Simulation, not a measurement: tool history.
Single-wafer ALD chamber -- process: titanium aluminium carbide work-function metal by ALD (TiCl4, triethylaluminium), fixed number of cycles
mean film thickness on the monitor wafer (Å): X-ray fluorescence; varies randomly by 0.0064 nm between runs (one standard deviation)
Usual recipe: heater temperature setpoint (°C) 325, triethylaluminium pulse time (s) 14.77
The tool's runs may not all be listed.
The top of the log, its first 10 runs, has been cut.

run,day,heater temperature setpoint (°C),triethylaluminium pulse time (s),"read-back reference wafer on the same gauge, thickness_nm",mean film thickness on the monitor wafer (Å)
11,5.592,335,9.19,2.151,25.08
12,6.108,317,14.77,2.150,24.47
13,6.592,330,14.77,2.152,25.98
14,7.233,325,14.77,2.150,25.40
15,7.604,325,17.70,2.150,25.49
16,8.200,316,20.54,2.151,24.57
17,8.850,325,18.87,2.151,25.65
18,9.258,325,14.77,2.152,25.35
19,9.925,340,14.77,2.151,27.06
20,10.592,313,17.24,2.149,24.11
# day 11.004: thermocouple changed; heater temperature recalibrated
21,11.167,325,13.19,2.151,25.19
22,11.429,325,14.77,2.148,25.49
23,12.004,325,14.77,2.148,25.38
24,12.708,314,14.77,2.148,24.04
25,13.388,325,14.77,2.151,25.26
26,13.933,329,10.61,2.148,24.95
27,14.217,316,14.77,2.151,24.28
28,14.479,325,14.77,2.149,25.39
29,15.142,325,14.77,2.148,25.37
30,16.258,339,14.77,2.152,26.97
31,16.979,338,8.97,2.149,24.87

Estimate the outcome of run 32 from the log above:
32,17.696,325,14.77,?,?

read-back reference wafer on the same gauge, thickness_nm: 2.149
mean film thickness on the monitor wafer (Å): 25.31
Were there no unlogged condition in the tool, this run, its random variation unchanged, would have produced mean film thickness on the monitor wafer (Å) 25.46.

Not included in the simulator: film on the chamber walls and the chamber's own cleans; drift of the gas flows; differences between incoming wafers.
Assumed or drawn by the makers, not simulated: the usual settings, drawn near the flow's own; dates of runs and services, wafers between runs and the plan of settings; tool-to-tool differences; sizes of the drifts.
